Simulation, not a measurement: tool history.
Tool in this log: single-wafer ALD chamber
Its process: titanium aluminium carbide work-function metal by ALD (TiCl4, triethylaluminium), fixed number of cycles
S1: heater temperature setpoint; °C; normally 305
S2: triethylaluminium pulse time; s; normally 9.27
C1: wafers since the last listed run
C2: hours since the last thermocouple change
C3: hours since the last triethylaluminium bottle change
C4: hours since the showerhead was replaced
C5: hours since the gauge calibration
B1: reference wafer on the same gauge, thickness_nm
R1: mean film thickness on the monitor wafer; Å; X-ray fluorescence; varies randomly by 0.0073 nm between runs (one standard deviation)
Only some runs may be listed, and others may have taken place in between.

run 1 hour=0 | S1=305 S2=9.27 | C1=0 C2=1151 C3=518.2 C4=1657.5 C5=1493.4 | B1=2.149 | R1=22.31
run 2 hour=69.2 | S1=305 S2=11.01 | C1=1154 C2=1220.2 C3=587.4 C4=1726.7 C5=1562.6 | B1=2.148 | R1=22.57
run 3 hour=158.4 | S1=305 S2=11.01 | C1=1488 C2=1309.4 C3=676.6 C4=1815.9 C5=1651.8 | B1=2.147 | R1=22.54
run 4 hour=201.1 | S1=305 S2=11.01 | C1=712 C2=1352.1 C3=719.3 C4=1858.6 C5=1694.5 | B1=2.153 | R1=22.44
run 5 hour=278.9 | S1=298 S2=9.27 | C1=1298 C2=1429.9 C3=797.1 C4=1936.4 C5=1772.3 | B1=2.151 | R1=21.51
run 6 hour=333 | S1=298 S2=9.27 | C1=902 C2=1484 C3=851.2 C4=1990.5 C5=1826.4 | B1=2.15 | R1=21.36
run 7 hour=388.9 | S1=297 S2=9.27 | C1=932 C2=1539.9 C3=907.1 C4=2046.4 C5=1882.3 | B1=2.153 | R1=21.14
run 8 hour=442.9 | S1=297 S2=9.27 | C1=901 C2=1593.9 C3=961.1 C4=2100.4 C5=1936.3 | B1=2.151 | R1=21.17
run 9 hour=508.2 | S1=305 S2=9.27 | C1=1089 C2=1659.2 C3=1026.4 C4=2165.7 C5=2001.6 | B1=2.153 | R1=22.09
run 10 hour=595.5 | S1=305 S2=9.27 | C1=1456 C2=1746.5 C3=1113.7 C4=2253 C5=2088.9 | B1=2.152 | R1=21.98
run 11 hour=694.3 | S1=305 S2=9.27 | C1=1648 C2=1845.3 C3=1212.5 C4=2351.8 C5=2187.7 | B1=2.151 | R1=21.71
-- hour=761 thermocouple changed; heater temperature recalibrated
run 12 hour=800.4 | S1=305 S2=9.27 | C1=1637 C2=39.4 C3=1318.6 C4=2457.9 C5=2293.8 | B1=2.151 | R1=22.39
run 13 hour=867.7 | S1=305 S2=9.27 | C1=1123 C2=106.7 C3=1385.9 C4=2525.2 C5=2361.1 | B1=2.15 | R1=22.31
run 14 hour=905.6 | S1=305 S2=9.27 | C1=632 C2=144.6 C3=1423.8 C4=2563.1 C5=2399 | B1=2.151 | R1=22.19
-- hour=927.1 showerhead replaced, of another model than before
run 15 hour=999.4 | S1=305 S2=9.27 | C1=1431 C2=238.4 C3=1517.6 C4=72.3 C5=2492.8 | B1=2.149 | R1=22.2
-- hour=1016.9 triethylaluminium bottle replaced
run 16 hour=1079.3 | S1=318 S2=12.76 | C1=1199 C2=318.3 C3=62.4 C4=152.2 C5=2572.7 | B1=2.15 | R1=24.03
run 17 hour=1136.7 | S1=305 S2=9.27 | C1=957 C2=375.7 C3=119.8 C4=209.6 C5=2630.1 | B1=2.148 | R1=22.29
-- hour=1181.4 gauge calibrated
run 18 hour=1244.7 | S1=305 S2=9.27 | C1=1802 C2=483.7 C3=227.8 C4=317.6 C5=63.3 | B1=2.153 | R1=22.23
run 19 hour=1320.1 | S1=314 S2=9.27 | C1=1258 C2=559.1 C3=303.2 C4=393 C5=138.7 | B1=2.149 | R1=23.08
run 20 hour=1365.4 | S1=319 S2=6.65 | C1=755 C2=604.4 C3=348.5 C4=438.3 C5=184 | B1=2.15 | R1=22.94
run 21 hour=1426.2 | S1=305 S2=9.27 | C1=1014 C2=665.2 C3=409.3 C4=499.1 C5=244.8 | B1=2.151 | R1=22.22
run 22 hour=1518.8 | S1=301 S2=11.72 | C1=1545 C2=757.8 C3=501.9 C4=591.7 C5=337.4 | B1=2.148 | R1=22.14
run 23 hour=1565.5 | S1=305 S2=9.27 | C1=779 C2=804.5 C3=548.6 C4=638.4 C5=384.1 | B1=2.152 | R1=22.2
run 24 hour=1635.8 | S1=290 S2=11.72 | C1=1173 C2=874.8 C3=618.9 C4=708.7 C5=454.4 | B1=2.151 | R1=20.96
run 25 hour=1714.3 | S1=311 S2=5.84 | C1=1310 C2=953.3 C3=697.4 C4=787.2 C5=532.9 | B1=2.151 | R1=22.18
run 26 hour=1753.5 | S1=300 S2=10.99 | C1=654 C2=992.5 C3=736.6 C4=826.4 C5=572.1 | B1=2.151 | R1=21.82
run 27 hour=1852.5 | S1=315 S2=7.53 | C1=1652 C2=1091.5 C3=835.6 C4=925.4 C5=671.1 | B1=2.151 | R1=22.89
run 28 hour=1935.3 | S1=316 S2=9.27 | C1=1381 C2=1174.3 C3=918.4 C4=1008.2 C5=753.9 | B1=2.148 | R1=23.24
run 29 hour=2023.7 | S1=319 S2=6.06 | C1=1475 C2=1262.7 C3=1006.8 C4=1096.6 C5=842.3 | B1=2.149 | R1=22.95
run 30 hour=2100 | S1=299 S2=9.27 | C1=1273 C2=1339 C3=1083.1 C4=1172.9 C5=918.6 | B1=2.15 | R1=21.36
run 31 hour=2186.4 | S1=316 S2=12.59 | C1=1441 C2=1425.4 C3=1169.5 C4=1259.3 C5=1005 | B1=2.151 | R1=23.56
run 32 hour=2234.1 | S1=311 S2=12.26 | C1=796 C2=1473.1 C3=1217.2 C4=1307 C5=1052.7 | B1=2.151 | R1=22.93

Describe how what the log doesn't record of the tool's condition differs between the last listed run preceding each entry between runs and the first listed run following it.
Runs 11 to 12: thermocouple changed; heater temperature recalibrated (hour 761)
  wafer temperature above the value expected at the setpoint (K): -4.3 -> -0.0646
  difference, measured minus the result without the unlogged condition, R1: -0.44 -> -0.01 Å
Runs 14 to 15: showerhead replaced, of another model than before (hour 927.1)
  wafer temperature above the value expected at the setpoint (K): -0.0934 -> -0.147
  difference, measured minus the result without the unlogged condition, R1: +0 -> -0.02 Å
Runs 15 to 16: triethylaluminium bottle replaced (hour 1016.9)
  wafer temperature above the value expected at the setpoint (K): -0.147 -> -0.213
  difference, measured minus the result without the unlogged condition, R1: -0.02 -> -0.02 Å
Runs 17 to 18: gauge calibrated (hour 1181.4)
  wafer temperature above the value expected at the setpoint (K): -0.272 -> -0.411
  difference, measured minus the result without the unlogged condition, R1: -0.03 -> -0.05 Å
